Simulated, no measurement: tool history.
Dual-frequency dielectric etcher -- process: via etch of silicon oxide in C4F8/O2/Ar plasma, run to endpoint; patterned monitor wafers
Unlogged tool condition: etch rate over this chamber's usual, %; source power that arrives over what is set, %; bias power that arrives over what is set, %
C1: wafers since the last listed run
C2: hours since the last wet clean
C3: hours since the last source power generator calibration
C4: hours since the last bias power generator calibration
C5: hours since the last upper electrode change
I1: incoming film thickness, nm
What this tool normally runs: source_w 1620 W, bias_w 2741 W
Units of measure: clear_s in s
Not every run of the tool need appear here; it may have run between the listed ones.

{"run": 1, "hour": 0.0, "source_w": 1620, "bias_w": 2741, "C1": 0, "C2": 281.7, "C3": 1618.5, "C4": 1337.1, "C5": 1801.2, "I1": 1188.4, "clear_s": 228.0}
{"run": 2, "hour": 34.5, "source_w": 1620, "bias_w": 2741, "C1": 120, "C2": 316.2, "C3": 1653.0, "C4": 1371.6, "C5": 1835.7, "I1": 1199.2, "clear_s": 231.6}
{"run": 3, "hour": 68.9, "source_w": 1740, "bias_w": 2741, "C1": 119, "C2": 350.6, "C3": 1687.4, "C4": 1406.0, "C5": 1870.1, "I1": 1190.6, "clear_s": 228.9}
{"run": 4, "hour": 83.9, "source_w": 1620, "bias_w": 2741, "C1": 52, "C2": 365.6, "C3": 1702.4, "C4": 1421.0, "C5": 1885.1, "I1": 1196.8, "clear_s": 232.6}
{"run": 5, "hour": 102.3, "source_w": 1620, "bias_w": 2741, "C1": 64, "C2": 384.0, "C3": 1720.8, "C4": 1439.4, "C5": 1903.5, "I1": 1199.9, "clear_s": 232.5}
{"run": 6, "hour": 124.6, "source_w": 1620, "bias_w": 2741, "C1": 77, "C2": 406.3, "C3": 1743.1, "C4": 1461.7, "C5": 1925.8, "I1": 1191.1, "clear_s": 231.3}
{"run": 7, "hour": 146.7, "source_w": 1620, "bias_w": 3267, "C1": 76, "C2": 428.4, "C3": 1765.2, "C4": 1483.8, "C5": 1947.9, "I1": 1174.3, "clear_s": 212.3}
{"run": 8, "hour": 168.2, "source_w": 1620, "bias_w": 3267, "C1": 74, "C2": 449.9, "C3": 1786.7, "C4": 1505.3, "C5": 1969.4, "I1": 1189.8, "clear_s": 218.4}
{"run": 9, "hour": 181.7, "source_w": 1620, "bias_w": 3267, "C1": 46, "C2": 463.4, "C3": 1800.2, "C4": 1518.8, "C5": 1982.9, "I1": 1201.1, "clear_s": 220.0}
{"run": 10, "hour": 213.1, "source_w": 1620, "bias_w": 2741, "C1": 109, "C2": 494.8, "C3": 1831.6, "C4": 1550.2, "C5": 2014.3, "I1": 1188.7, "clear_s": 231.6}
{"run": 11, "hour": 231.3, "source_w": 1620, "bias_w": 2741, "C1": 63, "C2": 513.0, "C3": 1849.8, "C4": 1568.4, "C5": 2032.5, "I1": 1204.4, "clear_s": 235.4}
{"run": 12, "hour": 265.8, "source_w": 1620, "bias_w": 2944, "C1": 120, "C2": 547.5, "C3": 1884.3, "C4": 1602.9, "C5": 2067.0, "I1": 1194.0, "clear_s": 225.2}
{"hour": 291.1, "done": "wet clean of the chamber"}
{"run": 13, "hour": 291.5, "source_w": 1620, "bias_w": 2944, "C1": 5, "C2": 0.4, "C3": 1910.0, "C4": 1628.6, "C5": 2092.7, "I1": 1194.8, "clear_s": 221.1}
{"run": 14, "hour": 309.5, "source_w": 1620, "bias_w": 2741, "C1": 62, "C2": 18.4, "C3": 1928.0, "C4": 1646.6, "C5": 2110.7, "I1": 1192.5, "clear_s": 227.1}
{"run": 15, "hour": 336.9, "source_w": 1620, "bias_w": 2741, "C1": 95, "C2": 45.8, "C3": 1955.4, "C4": 1674.0, "C5": 2138.1, "I1": 1178.8, "clear_s": 226.2}
{"run": 16, "hour": 352.0, "source_w": 1620, "bias_w": 3268, "C1": 52, "C2": 60.9, "C3": 1970.5, "C4": 1689.1, "C5": 2153.2, "I1": 1197.9, "clear_s": 216.2}
{"run": 17, "hour": 366.5, "source_w": 1620, "bias_w": 2741, "C1": 50, "C2": 75.4, "C3": 1985.0, "C4": 1703.6, "C5": 2167.7, "I1": 1190.1, "clear_s": 228.3}
{"run": 18, "hour": 396.4, "source_w": 1960, "bias_w": 3385, "C1": 104, "C2": 105.3, "C3": 2014.9, "C4": 1733.5, "C5": 2197.6, "I1": 1199.3, "clear_s": 201.8}
{"run": 19, "hour": 414.6, "source_w": 1850, "bias_w": 2214, "C1": 63, "C2": 123.5, "C3": 2033.1, "C4": 1751.7, "C5": 2215.8, "I1": 1191.4, "clear_s": 238.6}
{"hour": 432.5, "done": "bias power generator calibrated"}
{"run": 20, "hour": 463.0, "source_w": 1430, "bias_w": 3239, "C1": 154, "C2": 171.9, "C3": 2081.5, "C4": 30.5, "C5": 2264.2, "I1": 1180.8, "clear_s": 219.4}
{"hour": 489.2, "done": "source power generator calibrated"}
{"run": 21, "hour": 491.0, "source_w": 1350, "bias_w": 2390, "C1": 83, "C2": 199.9, "C3": 1.8, "C4": 58.5, "C5": 2292.2, "I1": 1186.3, "clear_s": 252.0}
{"run": 22, "hour": 510.6, "source_w": 1320, "bias_w": 2117, "C1": 68, "C2": 219.5, "C3": 21.4, "C4": 78.1, "C5": 2311.8, "I1": 1190.5, "clear_s": 265.5}
{"hour": 551.4, "done": "upper electrode replaced"}
{"run": 23, "hour": 551.9, "source_w": 1910, "bias_w": 2741, "C1": 60, "C2": 260.8, "C3": 62.7, "C4": 119.4, "C5": 0.5, "I1": 1203.6, "clear_s": 224.3}
{"run": 24, "hour": 570.8, "source_w": 1790, "bias_w": 2262, "C1": 65, "C2": 279.7, "C3": 81.6, "C4": 138.3, "C5": 19.4, "I1": 1198.7, "clear_s": 242.8}
{"run": 25, "hour": 596.1, "source_w": 1850, "bias_w": 3259, "C1": 88, "C2": 305.0, "C3": 106.9, "C4": 163.6, "C5": 44.7, "I1": 1186.1, "clear_s": 207.4}
{"run": 26, "hour": 627.0, "source_w": 1440, "bias_w": 2324, "C1": 107, "C2": 335.9, "C3": 137.8, "C4": 194.5, "C5": 75.6, "I1": 1180.1, "clear_s": 248.8}
{"run": 27, "hour": 660.5, "source_w": 2010, "bias_w": 3005, "C1": 116, "C2": 369.4, "C3": 171.3, "C4": 228.0, "C5": 109.1, "I1": 1207.1, "clear_s": 213.5}
{"run": 28, "hour": 747.2, "source_w": 1420, "bias_w": 3072, "C1": 301, "C2": 456.1, "C3": 258.0, "C4": 314.7, "C5": 195.8, "I1": 1204.3, "clear_s": 233.1}
{"run": 29, "hour": 773.1, "source_w": 1620, "bias_w": 2741, "C1": 90, "C2": 482.0, "C3": 283.9, "C4": 340.6, "C5": 221.7, "I1": 1198.6, "clear_s": 236.3}

3 ways to go on from here, each from the tool as it stands after run 29. What would each give?
{"run": "A", "hour": 773.6, "source_w": 1620, "bias_w": 2741, "C1": 1, "C2": 482.5, "C3": 284.4, "C4": 341.1, "C5": 222.2, "I1": 1183.5, "clear_s": "?"}
{"run": "B", "hour": 773.6, "source_w": 1430, "bias_w": 3301, "C1": 1, "C2": 482.5, "C3": 284.4, "C4": 341.1, "C5": 222.2, "I1": 1183.5, "clear_s": "?"}
{"run": "C", "hour": 773.6, "source_w": 1930, "bias_w": 3271, "C1": 1, "C2": 482.5, "C3": 284.4, "C4": 341.1, "C5": 222.2, "I1": 1183.5, "clear_s": "?"}

run=A clear_s=233.2
run=B clear_s=223.9
run=C clear_s=208.9
Stripped of hidden state, with their random variation kept, the same runs would have yielded:
run=A clear_s=226.7
run=B clear_s=217.7
run=C clear_s=203.1
